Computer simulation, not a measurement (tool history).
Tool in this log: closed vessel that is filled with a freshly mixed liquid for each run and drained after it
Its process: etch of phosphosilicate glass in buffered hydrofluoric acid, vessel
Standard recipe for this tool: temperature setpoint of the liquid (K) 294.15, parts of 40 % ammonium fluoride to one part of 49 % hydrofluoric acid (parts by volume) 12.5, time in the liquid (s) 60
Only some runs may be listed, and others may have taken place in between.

run    hour  temperature setpoint of the liquid (K)  parts of 40 % ammonium fluoride to one part of 49 % hydrofluoric acid (parts by volume)  time in the liquid (s)  read-back film thickness of the phosphosilicate glass reference wafer, read on the same gauge (nm)  thickness taken off the phosphosilicate glass on a monitor wafer (angstrom)
  1       0                                  294.15                                                                                     12.5                      60                                                                                               50.04                                                                       1396.9
  2    52.2                                  294.15                                                                                     12.5                      60                                                                                               49.98                                                                       1380.7
  3    87.1                                  292.15                                                                                     12.5                      85                                                                                               50.03                                                                       1771.7
  4   119.8                                  292.15                                                                                     12.5                      85                                                                                               49.99                                                                         1732
  5   162.5                                  294.15                                                                                     12.5                      60                                                                                               50.01                                                                       1394.1
  6   196.6                                  294.15                                                                                      9.5                      60                                                                                               49.98                                                                       1771.8
  7   260.2                                  294.15                                                                                      9.5                      60                                                                                               50.02                                                                       1788.6
  8   285.6                                  294.15                                                                                      9.5                      60                                                                                               50.02                                                                       1779.9
  9   338.8                                  294.15                                                                                     14.5                      60                                                                                               49.96                                                                       1207.1
 10   380.2                                  294.15                                                                                     12.5                      95                                                                                               50.02                                                                       2197.5
 11   439.8                                  292.65                                                                                     10.5                      75                                                                                               49.99                                                                       1909.1
      460.4  -- thermometer replaced
 12   485.7                                  290.15                                                                                     12.5                      80                                                                                                  50                                                                       1464.1
 13   549.6                                  292.65                                                                                      7.5                      60                                                                                                  50                                                                       2072.9
 14   579.3                                  291.15                                                                                     12.5                      70                                                                                               49.97                                                                       1376.7
 15   649.5                                  294.15                                                                                     15.5                      75                                                                                               49.99                                                                       1427.4
 16     684                                  294.15                                                                                     12.5                      85                                                                                               49.99                                                                       1989.3
 17     709                                  294.15                                                                                     12.5                      60                                                                                                  50                                                                       1415.4
 18   764.8                                  290.15                                                                                     12.5                      75                                                                                                  50                                                                       1399.5
 19   819.1                                  294.15                                                                                     12.5                      60                                                                                               50.02                                                                       1419.3
 20   865.2                                  294.15                                                                                     12.5                      60                                                                                               49.97                                                                       1414.2
 21   932.2                                  294.15                                                                                     12.5                      45                                                                                               50.01                                                                       1059.5
      980.1  -- gauge calibrated
 22   983.8                                  294.15                                                                                     12.5                      60                                                                                                  50                                                                       1421.2
 23  1053.5                                  294.15                                                                                     12.5                      60                                                                                               49.96                                                                       1412.3
 24  1117.3                                  294.15                                                                                     14.5                      30                                                                                               49.99                                                                        614.8
 25  1183.9                                  295.65                                                                                     12.5                      60                                                                                               50.04                                                                       1549.5
 26  1235.4                                  292.15                                                                                     12.5                      30                                                                                               49.98                                                                        635.1
 27  1291.5                                  294.15                                                                                     15.5                      90                                                                                               49.98                                                                       1707.2
 28    1351                                  294.15                                                                                      8.5                      60                                                                                                  50                                                                       2007.3
 29  1397.8                                  295.65                                                                                       11                      30                                                                                               50.04                                                                        868.5
 30  1421.8                                  294.15                                                                                       15                      60                                                                                               50.04                                                                       1173.7
 31  1471.9                                  294.15                                                                                       15                      60                                                                                               49.98                                                                       1185.3
 32    1534                                  294.15                                                                                     12.5                      60                                                                                               49.99                                                                       1423.7
 33    1565                                  290.15                                                                                        9                      40                                                                                               50.03                                                                       1011.1

Branching from run 33: 3 alternative next runs. What would each branch give?
  A  1565.7                                  294.15                                                                                     12.5                      60                                                                                                   ?                                                                            ?
  B  1565.7                                  290.15                                                                                      8.5                      80                                                                                                   ?                                                                            ?
  C  1565.7                                  291.15                                                                                     12.5                      60                                                                                                   ?                                                                            ?

run  read-back film thickness of the phosphosilicate glass reference wafer, read on the same gauge (nm)  thickness taken off the phosphosilicate glass on a monitor wafer (angstrom)
  A                                                                                                  50                                                                         1424
  B                                                                                                  50                                                                       2149.8
  C                                                                                                  50                                                                         1203
Stripped of hidden state, with their random variation kept, the same runs would have yielded:
run  thickness taken off the phosphosilicate glass on a monitor wafer (angstrom)
  A                                                                       1381.6
  B                                                                       2078.8
  C                                                                       1167.2
